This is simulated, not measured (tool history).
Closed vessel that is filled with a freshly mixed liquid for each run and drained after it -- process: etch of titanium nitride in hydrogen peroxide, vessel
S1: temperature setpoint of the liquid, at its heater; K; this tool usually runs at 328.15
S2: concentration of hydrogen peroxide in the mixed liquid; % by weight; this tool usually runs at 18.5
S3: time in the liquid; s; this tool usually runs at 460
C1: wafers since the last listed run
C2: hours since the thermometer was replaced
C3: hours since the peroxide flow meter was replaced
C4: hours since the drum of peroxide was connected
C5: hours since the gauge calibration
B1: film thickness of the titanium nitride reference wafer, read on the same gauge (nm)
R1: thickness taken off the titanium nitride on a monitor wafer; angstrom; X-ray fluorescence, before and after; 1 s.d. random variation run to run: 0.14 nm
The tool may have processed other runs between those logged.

{"run": 1, "day": 0.0, "S1": 324.15, "S2": 18.5, "S3": 460, "C1": 0, "C2": 2059.0, "C3": 876.9, "C4": 908.0, "C5": 508.0, "B1": 140.0, "R1": 281.8}
{"run": 2, "day": 0.738, "S1": 324.15, "S2": 18.5, "S3": 460, "C1": 1087, "C2": 2076.7, "C3": 894.6, "C4": 925.7, "C5": 525.7, "B1": 140.0, "R1": 281.3}
{"run": 3, "day": 1.271, "S1": 328.15, "S2": 18.5, "S3": 460, "C1": 786, "C2": 2089.5, "C3": 907.4, "C4": 938.5, "C5": 538.5, "B1": 139.99, "R1": 371.9}
{"day": 1.35, "done": "new drum of peroxide connected"}
{"day": 1.775, "done": "thermometer replaced"}
{"run": 4, "day": 1.838, "S1": 328.15, "S2": 18.5, "S3": 460, "C1": 712, "C2": 1.5, "C3": 921.0, "C4": 11.7, "C5": 552.1, "B1": 139.97, "R1": 342.7}
{"run": 5, "day": 2.496, "S1": 328.15, "S2": 18.5, "S3": 460, "C1": 970, "C2": 17.3, "C3": 936.8, "C4": 27.5, "C5": 567.9, "B1": 139.96, "R1": 343.1}
{"day": 2.65, "done": "gauge calibrated"}
{"run": 6, "day": 2.846, "S1": 328.15, "S2": 18.5, "S3": 460, "C1": 516, "C2": 25.7, "C3": 945.2, "C4": 35.9, "C5": 4.7, "B1": 139.97, "R1": 345.7}
{"run": 7, "day": 3.283, "S1": 328.15, "S2": 18.5, "S3": 460, "C1": 645, "C2": 36.2, "C3": 955.7, "C4": 46.4, "C5": 15.2, "B1": 139.98, "R1": 345.6}
{"run": 8, "day": 3.55, "S1": 328.15, "S2": 21.5, "S3": 460, "C1": 393, "C2": 42.6, "C3": 962.1, "C4": 52.8, "C5": 21.6, "B1": 140.02, "R1": 354.1}
{"run": 9, "day": 4.067, "S1": 318.65, "S2": 14.0, "S3": 255, "C1": 761, "C2": 55.0, "C3": 974.5, "C4": 65.2, "C5": 34.0, "B1": 139.97, "R1": 90.9}
{"run": 10, "day": 4.779, "S1": 328.15, "S2": 18.5, "S3": 460, "C1": 1050, "C2": 72.1, "C3": 991.6, "C4": 82.3, "C5": 51.1, "B1": 139.97, "R1": 346.0}
{"run": 11, "day": 5.458, "S1": 328.15, "S2": 18.5, "S3": 460, "C1": 1001, "C2": 88.4, "C3": 1007.9, "C4": 98.6, "C5": 67.4, "B1": 140.01, "R1": 344.5}
{"run": 12, "day": 6.046, "S1": 328.15, "S2": 18.5, "S3": 460, "C1": 866, "C2": 102.5, "C3": 1022.0, "C4": 112.7, "C5": 81.5, "B1": 139.97, "R1": 343.1}
{"run": 13, "day": 6.692, "S1": 322.15, "S2": 16.5, "S3": 235, "C1": 952, "C2": 118.0, "C3": 1037.5, "C4": 128.2, "C5": 97.0, "B1": 139.98, "R1": 112.2}
{"run": 14, "day": 7.221, "S1": 328.15, "S2": 18.5, "S3": 460, "C1": 780, "C2": 130.7, "C3": 1050.2, "C4": 140.9, "C5": 109.7, "B1": 140.0, "R1": 345.4}
{"run": 15, "day": 7.65, "S1": 320.15, "S2": 21.0, "S3": 460, "C1": 632, "C2": 141.0, "C3": 1060.5, "C4": 151.2, "C5": 120.0, "B1": 140.03, "R1": 199.6}
{"run": 16, "day": 7.921, "S1": 324.65, "S2": 21.0, "S3": 230, "C1": 399, "C2": 147.5, "C3": 1067.0, "C4": 157.7, "C5": 126.5, "B1": 140.01, "R1": 138.8}
{"run": 17, "day": 8.221, "S1": 328.15, "S2": 18.5, "S3": 460, "C1": 442, "C2": 154.7, "C3": 1074.2, "C4": 164.9, "C5": 133.7, "B1": 140.03, "R1": 345.1}
{"run": 18, "day": 8.583, "S1": 332.15, "S2": 18.5, "S3": 270, "C1": 534, "C2": 163.4, "C3": 1082.9, "C4": 173.6, "C5": 142.4, "B1": 140.02, "R1": 267.8}
{"run": 19, "day": 10.025, "S1": 330.65, "S2": 18.5, "S3": 605, "C1": 2125, "C2": 198.0, "C3": 1117.5, "C4": 208.2, "C5": 177.0, "B1": 139.99, "R1": 540.7}
{"day": 10.071, "done": "peroxide flow meter replaced"}
{"run": 20, "day": 10.738, "S1": 322.65, "S2": 14.5, "S3": 600, "C1": 989, "C2": 215.1, "C3": 16.0, "C4": 225.3, "C5": 194.1, "B1": 139.99, "R1": 291.1}
{"run": 21, "day": 11.404, "S1": 333.65, "S2": 16.0, "S3": 460, "C1": 982, "C2": 231.1, "C3": 32.0, "C4": 241.3, "C5": 210.1, "B1": 140.01, "R1": 491.9}
{"run": 22, "day": 11.704, "S1": 321.65, "S2": 23.5, "S3": 240, "C1": 442, "C2": 238.3, "C3": 39.2, "C4": 248.5, "C5": 217.3, "B1": 139.99, "R1": 120.0}
{"run": 23, "day": 12.279, "S1": 328.15, "S2": 18.5, "S3": 460, "C1": 847, "C2": 252.1, "C3": 53.0, "C4": 262.3, "C5": 231.1, "B1": 140.03, "R1": 344.9}
{"run": 24, "day": 12.642, "S1": 328.15, "S2": 18.5, "S3": 460, "C1": 534, "C2": 260.8, "C3": 61.7, "C4": 271.0, "C5": 239.8, "B1": 139.99, "R1": 346.6}
{"run": 25, "day": 13.229, "S1": 325.65, "S2": 23.0, "S3": 720, "C1": 866, "C2": 274.9, "C3": 75.8, "C4": 285.1, "C5": 253.9, "B1": 140.0, "R1": 478.5}
{"run": 26, "day": 13.862, "S1": 322.65, "S2": 18.5, "S3": 460, "C1": 933, "C2": 290.1, "C3": 91.0, "C4": 300.3, "C5": 269.1, "B1": 140.02, "R1": 234.9}
{"run": 27, "day": 14.354, "S1": 328.15, "S2": 15.0, "S3": 315, "C1": 724, "C2": 301.9, "C3": 102.8, "C4": 312.1, "C5": 280.9, "B1": 140.01, "R1": 227.2}
{"run": 28, "day": 14.946, "S1": 328.15, "S2": 18.5, "S3": 460, "C1": 872, "C2": 316.1, "C3": 117.0, "C4": 326.3, "C5": 295.1, "B1": 140.0, "R1": 348.3}

For each run, the measured value with the value that run would have given without the tool's hidden condition subtracted. The run-to-run variation is shared by both, the gauge scatter possibly not:
What the log doesn't record here: liquid hotter than its thermometer reads (K); peroxide flow below the setpoint (%); peroxide weaker than its label (%); gauge reads high (%).
run=1 R1=+23.7
run=2 R1=+23.9
run=3 R1=+31.1
run=4 R1=+1.9
run=5 R1=+2.2
run=6 R1=+2.1
run=7 R1=+2.4
run=8 R1=+2.5
run=9 R1=+0.8
run=10 R1=+2.9
run=11 R1=+3.1
run=12 R1=+3.4
run=13 R1=+1.2
run=14 R1=+3.6
run=15 R1=+2.4
run=16 R1=+1.6
run=17 R1=+3.8
run=18 R1=+3.1
run=19 R1=+7.0
run=20 R1=+4.2
run=21 R1=+6.9
run=22 R1=+1.8
run=23 R1=+5.3
run=24 R1=+5.3
run=25 R1=+7.8
run=26 R1=+4.1
run=27 R1=+3.9
run=28 R1=+6.1
